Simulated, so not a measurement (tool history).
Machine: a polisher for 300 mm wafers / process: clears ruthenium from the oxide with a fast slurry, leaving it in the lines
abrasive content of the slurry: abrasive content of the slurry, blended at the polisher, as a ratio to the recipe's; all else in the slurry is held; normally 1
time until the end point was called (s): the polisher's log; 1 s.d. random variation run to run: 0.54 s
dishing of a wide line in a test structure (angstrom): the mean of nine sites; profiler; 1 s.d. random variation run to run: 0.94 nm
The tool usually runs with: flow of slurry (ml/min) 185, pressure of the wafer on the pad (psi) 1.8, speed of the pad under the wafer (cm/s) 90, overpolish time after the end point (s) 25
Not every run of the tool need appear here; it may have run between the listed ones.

| run | hour | flow of slurry (ml/min) | pressure of the wafer on the pad (psi) | speed of the pad under the wafer (cm/s) | abrasive content of the slurry | overpolish time after the end point (s) | incoming thickness of the incoming film, nm | time until the end point was called (s) | dishing of a wide line in a test structure (angstrom) |
|---|---|---|---|---|---|---|---|---|---|
| 1 | 0 | 185 | 1.8 | 90 | 1 | 25 | 141.3 | 63.3 | 407 |
| 2 | 37.6 | 185 | 1.8 | 90 | 1 | 25 | 138 | 63.3 | 404 |
|  | 64.9 | worn pad replaced by a new one |
| 3 | 74.2 | 135 | 1.8 | 90 | 1.1 | 25 | 140.9 | 65.1 | 404 |
| 4 | 144.7 | 185 | 1.8 | 90 | 1 | 25 | 139.6 | 65.7 | 389 |
|  | 219.4 | head pressure recalibrated |
| 5 | 229.7 | 185 | 1.8 | 90 | 1 | 25 | 139.9 | 56.5 | 421 |
|  | 288.2 | slurry blender recalibrated |
| 6 | 292.9 | 185 | 1.8 | 90 | 1 | 25 | 142.6 | 59 | 429 |
| 7 | 338.2 | 185 | 1.8 | 90 | 1 | 25 | 140.9 | 58.5 | 431 |
|  | 360.8 | worn pad replaced by a new one |
| 8 | 410.7 | 185 | 1.8 | 90 | 1 | 25 | 140.4 | 59.9 | 427 |
|  | 422.3 | slurry nozzle cleaned |
|  | 440.4 | head pressure recalibrated, repeated, since the last time left the tool worse |
| 9 | 488.4 | 185 | 1.8 | 90 | 1 | 25 | 139.8 | 63.5 | 396 |
| 10 | 529.3 | 135 | 1.8 | 90 | 1 | 25 | 139.5 | 68.8 | 368 |
| 11 | 585.2 | 185 | 1.8 | 90 | 1 | 25 | 139 | 65.7 | 376 |
|  | 588 | slurry blender recalibrated |
| 12 | 660.1 | 185 | 1.8 | 90 | 1 | 25 | 140.2 | 67.1 | 376 |
|  | 668.6 | worn pad replaced by a new one |
|  | 716.9 | head pressure recalibrated |
| 13 | 734.9 | 185 | 2.4 | 102 | 1.15 | 25 | 142 | 43.6 | 556 |
| 14 | 801.4 | 185 | 2 | 90 | 1 | 25 | 141.1 | 60.7 | 415 |
|  | 847.5 | slurry nozzle cleaned |
| 15 | 867.2 | 185 | 1.8 | 108 | 1 | 25 | 141.8 | 55.9 | 457 |
|  | 896.9 | slurry blender recalibrated |
| 16 | 920.9 | 150 | 1.8 | 118 | 1 | 25 | 140.9 | 52.7 | 438 |
|  | 961.4 | worn pad replaced by a new one |
| 17 | 1017.9 | 185 | 1.5 | 120 | 1 | 25 | 141 | 58 | 428 |
|  | 1048.7 | head pressure recalibrated |
| 18 | 1122.7 | 145 | 1.8 | 90 | 1 | 25 | 141.8 | 67.4 | 392 |
| 19 | 1169.2 | 185 | 1.2 | 90 | 1 | 25 | 139.4 | 81.6 | 322 |
|  | 1211.6 | worn pad replaced by a new one |
|  | 1242.2 | slurry blender recalibrated |
| 20 | 1269 | 185 | 1.8 | 102 | 1 | 29 | 140 | 57.9 | 482 |
| 21 | 1336.6 | 185 | 1.8 | 90 | 1 | 25 | 139.2 | 65.9 | 387 |
|  | 1358.1 | slurry nozzle cleaned |
|  | 1367 | head pressure recalibrated |
| 22 | 1409.1 | 185 | 1.8 | 100 | 1.2 | 25 | 139.6 | 51.5 | 479 |

Predict each of these 3 candidate next runs independently; none follows another, all start after run 22:
| A | 1409.5 | 185 | 1.8 | 64 | 1 | 25 | 140.5 | ? | ? |
| B | 1409.5 | 215 | 1.8 | 90 | 1 | 17 | 140.5 | ? | ? |
| C | 1409.5 | 185 | 1.8 | 68 | 1 | 25 | 140.5 | ? | ? |

| run | time until the end point was called (s) | dishing of a wide line in a test structure (angstrom) |
|---|---|---|
| A | 87 | 293 |
| B | 60.5 | 287 |
| C | 81.9 | 308 |
With the hidden condition removed and each run's random variation left untouched, the same runs would have given:
| run | time until the end point was called (s) | dishing of a wide line in a test structure (angstrom) |
|---|---|---|
| A | 87.6 | 291 |
| B | 61 | 285 |
| C | 82.5 | 306 |

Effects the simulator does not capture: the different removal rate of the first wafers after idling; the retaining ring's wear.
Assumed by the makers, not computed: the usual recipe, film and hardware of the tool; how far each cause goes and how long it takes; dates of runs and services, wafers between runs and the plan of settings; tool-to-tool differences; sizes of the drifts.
